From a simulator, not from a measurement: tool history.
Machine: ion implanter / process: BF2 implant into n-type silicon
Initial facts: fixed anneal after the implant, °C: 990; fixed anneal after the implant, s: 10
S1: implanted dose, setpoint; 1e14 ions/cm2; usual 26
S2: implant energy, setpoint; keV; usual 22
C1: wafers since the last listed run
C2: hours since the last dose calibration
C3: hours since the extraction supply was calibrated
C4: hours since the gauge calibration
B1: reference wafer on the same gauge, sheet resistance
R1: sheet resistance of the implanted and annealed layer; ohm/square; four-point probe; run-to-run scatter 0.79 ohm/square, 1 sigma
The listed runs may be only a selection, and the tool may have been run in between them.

Run 1, hour 0: usual settings; C1 0; C2 1153.3; C3 1996.7; C4 434; B1 163.75. Result: R1 175.28 ohm/square.
Run 2, hour 26.1: usual settings but S1 29.86 1e14 ions/cm2, S2 20 keV; C1 883; C2 1179.4; C3 2022.8; C4 460.1; B1 163.93. Result: R1 182.47 ohm/square.
Run 3, hour 78.7: usual settings but S1 29.86 1e14 ions/cm2, S2 20 keV; C1 1779; C2 1232; C3 2075.4; C4 512.7; B1 163.89. Result: R1 182.17 ohm/square.
Run 4, hour 107.8: usual settings but S1 29.86 1e14 ions/cm2, S2 20 keV; C1 984; C2 1261.1; C3 2104.5; C4 541.8; B1 163.69. Result: R1 182.4 ohm/square.
Run 5, hour 172.8: usual settings; C1 2199; C2 1326.1; C3 2169.5; C4 606.8; B1 163.86. Result: R1 175.93 ohm/square.
Run 6, hour 297.9: usual settings; C1 4233; C2 1451.2; C3 2294.6; C4 731.9; B1 163.96. Result: R1 176.03 ohm/square.
Run 7, hour 335.4: usual settings; C1 1268; C2 1488.7; C3 2332.1; C4 769.4; B1 164.09. Result: R1 174.37 ohm/square.
Run 8, hour 394.5: usual settings but S1 21.81 1e14 ions/cm2, S2 18.5 keV; C1 1999; C2 1547.8; C3 2391.2; C4 828.5; B1 163.69. Result: R1 196.42 ohm/square.
At hour 414.1: extraction supply calibrated.
Run 9, hour 437.3: usual settings but S1 19.91 1e14 ions/cm2; C1 1177; C2 1590.6; C3 23.2; C4 871.3; B1 164.05. Result: R1 179.6 ohm/square.
Run 10, hour 506.9: usual settings but S1 19.91 1e14 ions/cm2; C1 2355; C2 1660.2; C3 92.8; C4 940.9; B1 164.12. Result: R1 180.6 ohm/square.
Run 11, hour 551.3: usual settings but S1 19.91 1e14 ions/cm2; C1 1502; C2 1704.6; C3 137.2; C4 985.3; B1 164.06. Result: R1 181.19 ohm/square.
Run 12, hour 596.9: usual settings; C1 1543; C2 1750.2; C3 182.8; C4 1030.9; B1 164.21. Result: R1 175.68 ohm/square.
Run 13, hour 811.9: usual settings but S1 19.69 1e14 ions/cm2, S2 14.5 keV; C1 7275; C2 1965.2; C3 397.8; C4 1245.9; B1 164.29. Result: R1 227.2 ohm/square.
At hour 837.6: Faraday cup replaced and dose calibrated.
Run 14, hour 844.3: usual settings but S1 23.49 1e14 ions/cm2, S2 26 keV; C1 825; C2 6.7; C3 430.2; C4 1278.3; B1 163.83. Result: R1 161.7 ohm/square.
Run 15, hour 875: usual settings but S2 14.5 keV; C1 1038; C2 37.4; C3 460.9; C4 1309; B1 163.84. Result: R1 220.31 ohm/square.
At hour 883.6: gauge calibrated.
Run 16, hour 916.1: usual settings but S1 20.78 1e14 ions/cm2, S2 18 keV; C1 1390; C2 78.5; C3 502; C4 32.5; B1 163.95. Result: R1 202.41 ohm/square.
Run 17, hour 972.8: usual settings; C1 1918; C2 135.2; C3 558.7; C4 89.2; B1 163.81. Result: R1 174.81 ohm/square.
Run 18, hour 1012.4: usual settings; C1 1340; C2 174.8; C3 598.3; C4 128.8; B1 163.85. Result: R1 175.75 ohm/square.
Run 19, hour 1049.8: usual settings but S1 20.61 1e14 ions/cm2; C1 1265; C2 212.2; C3 635.7; C4 166.2; B1 163.73. Result: R1 181.65 ohm/square.
Run 20, hour 1073.9: usual settings but S1 32.14 1e14 ions/cm2, S2 17 keV; C1 815; C2 236.3; C3 659.8; C4 190.3; B1 163.94. Result: R1 197.14 ohm/square.
Run 21, hour 1101.9: usual settings but S1 31.38 1e14 ions/cm2, S2 28 keV; C1 947; C2 264.3; C3 687.8; C4 218.3; B1 164.15. Result: R1 150.32 ohm/square.
Run 22, hour 1166.6: usual settings but S1 32.35 1e14 ions/cm2, S2 19 keV; C1 2189; C2 329; C3 752.5; C4 283; B1 164.03. Result: R1 185.95 ohm/square.

Alternative continuations, all from the tool just after run 22; predict every row:
Run A, hour 1167: usual settings but S2 24 keV; C1 13; C2 329.4; C3 752.9; C4 283.4; B1 ?. Result: R1 ?.
Run B, hour 1167: usual settings but S1 28.15 1e14 ions/cm2, S2 25 keV; C1 13; C2 329.4; C3 752.9; C4 283.4; B1 ?. Result: R1 ?.
Run C, hour 1167: usual settings but S1 21.74 1e14 ions/cm2, S2 25.5 keV; C1 13; C2 329.4; C3 752.9; C4 283.4; B1 ?. Result: R1 ?.

run      B1      R1
  A  164.14  167.56
  B  164.14  162.51
  C  164.14  165.01
Without the tool's hidden state the same runs would have given:
run      R1
  A  167.56
  B  162.51
  C  165.01

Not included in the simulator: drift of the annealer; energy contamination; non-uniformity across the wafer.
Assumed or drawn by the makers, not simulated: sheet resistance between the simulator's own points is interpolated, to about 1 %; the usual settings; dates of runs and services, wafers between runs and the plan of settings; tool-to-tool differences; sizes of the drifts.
